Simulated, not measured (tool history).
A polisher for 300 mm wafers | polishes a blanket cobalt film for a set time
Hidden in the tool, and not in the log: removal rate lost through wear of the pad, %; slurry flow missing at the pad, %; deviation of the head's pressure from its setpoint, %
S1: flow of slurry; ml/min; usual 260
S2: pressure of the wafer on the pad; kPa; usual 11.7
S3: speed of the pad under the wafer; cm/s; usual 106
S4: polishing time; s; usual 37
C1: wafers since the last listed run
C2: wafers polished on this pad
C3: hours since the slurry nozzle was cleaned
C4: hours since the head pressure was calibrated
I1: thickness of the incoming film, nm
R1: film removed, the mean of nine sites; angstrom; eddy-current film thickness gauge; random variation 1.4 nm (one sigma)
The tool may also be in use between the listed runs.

| run | hour | S1 | S2 | S3 | S4 | C1 | C2 | C3 | C4 | I1 | R1 |
|---|---|---|---|---|---|---|---|---|---|---|---|
| 1 | 0.0 | 260 | 11.7 | 106 | 37 | 0 | 791 | 424.9 | 428.2 | 762.7 | 1314 |
|  | 1.4 | worn pad replaced by a new one |
| 2 | 16.2 | 260 | 11.7 | 106 | 37 | 257 | 257 | 441.1 | 444.4 | 753.6 | 1387 |
| 3 | 26.0 | 260 | 11.7 | 106 | 37 | 170 | 428 | 450.9 | 454.2 | 751.7 | 1379 |
| 4 | 34.1 | 305 | 11.7 | 76 | 37 | 141 | 569 | 459.0 | 462.3 | 766.0 | 1098 |
| 5 | 41.1 | 220 | 11.7 | 106 | 37 | 121 | 691 | 466.0 | 469.3 | 748.1 | 1317 |
|  | 51.7 | worn pad replaced by a new one |
| 6 | 52.2 | 220 | 11.7 | 106 | 37 | 123 | 9 | 477.1 | 480.4 | 759.8 | 1373 |
| 7 | 58.2 | 220 | 11.7 | 106 | 37 | 104 | 113 | 483.1 | 486.4 | 754.7 | 1351 |
| 8 | 71.4 | 260 | 9.0 | 106 | 28 | 229 | 343 | 496.3 | 499.6 | 750.4 | 801 |
| 9 | 80.1 | 240 | 11.7 | 106 | 37 | 151 | 495 | 505.0 | 508.3 | 753.8 | 1369 |
| 10 | 96.8 | 240 | 11.7 | 106 | 37 | 290 | 785 | 521.7 | 525.0 | 756.8 | 1349 |
|  | 113.3 | worn pad replaced by a new one |
| 11 | 113.8 | 260 | 11.7 | 106 | 45 | 226 | 9 | 538.7 | 542.0 | 751.1 | 1697 |
| 12 | 124.8 | 260 | 11.7 | 106 | 37 | 191 | 200 | 549.7 | 553.0 | 746.5 | 1366 |
|  | 134.9 | head pressure recalibrated |
| 13 | 139.1 | 225 | 13.8 | 106 | 37 | 214 | 414 | 564.0 | 4.2 | 753.3 | 1588 |
| 14 | 151.4 | 260 | 11.7 | 106 | 37 | 214 | 628 | 576.3 | 16.5 | 755.0 | 1349 |
| 15 | 161.3 | 260 | 11.7 | 106 | 37 | 172 | 801 | 586.2 | 26.4 | 744.5 | 1316 |
|  | 166.3 | slurry nozzle cleaned |
|  | 173.2 | worn pad replaced by a new one |
| 16 | 177.1 | 260 | 13.8 | 78 | 37 | 188 | 67 | 10.8 | 42.2 | 737.3 | 1316 |
| 17 | 194.1 | 260 | 11.7 | 132 | 37 | 295 | 363 | 27.8 | 59.2 | 741.9 | 1616 |
| 18 | 206.5 | 330 | 9.7 | 106 | 25 | 215 | 579 | 40.2 | 71.6 | 750.8 | 780 |
|  | 222.5 | worn pad replaced by a new one |
| 19 | 222.9 | 260 | 11.7 | 106 | 26 | 215 | 6 | 56.6 | 88.0 | 741.7 | 967 |
| 20 | 230.5 | 220 | 11.7 | 106 | 27 | 132 | 138 | 64.2 | 95.6 | 754.3 | 1008 |
| 21 | 237.6 | 260 | 13.8 | 106 | 37 | 123 | 262 | 71.3 | 102.7 | 760.5 | 1631 |

Forecast each of these 4 alternatives for the next run:
| A | 238.0 | 260 | 11.7 | 78 | 37 | 6 | 269 | 71.7 | 103.1 | 759.9 | ? |
| B | 238.0 | 260 | 11.7 | 122 | 37 | 6 | 269 | 71.7 | 103.1 | 759.9 | ? |
| C | 238.0 | 320 | 8.3 | 134 | 42 | 6 | 269 | 71.7 | 103.1 | 759.9 | ? |
| D | 238.0 | 260 | 11.7 | 118 | 37 | 6 | 269 | 71.7 | 103.1 | 759.9 | ? |

| run | R1 |
|---|---|
| A | 1106 |
| B | 1523 |
| C | 1340 |
| D | 1485 |
Without the tool's hidden state the same runs would have given:
| run | R1 |
|---|---|
| A | 1118 |
| B | 1541 |
| C | 1355 |
| D | 1503 |

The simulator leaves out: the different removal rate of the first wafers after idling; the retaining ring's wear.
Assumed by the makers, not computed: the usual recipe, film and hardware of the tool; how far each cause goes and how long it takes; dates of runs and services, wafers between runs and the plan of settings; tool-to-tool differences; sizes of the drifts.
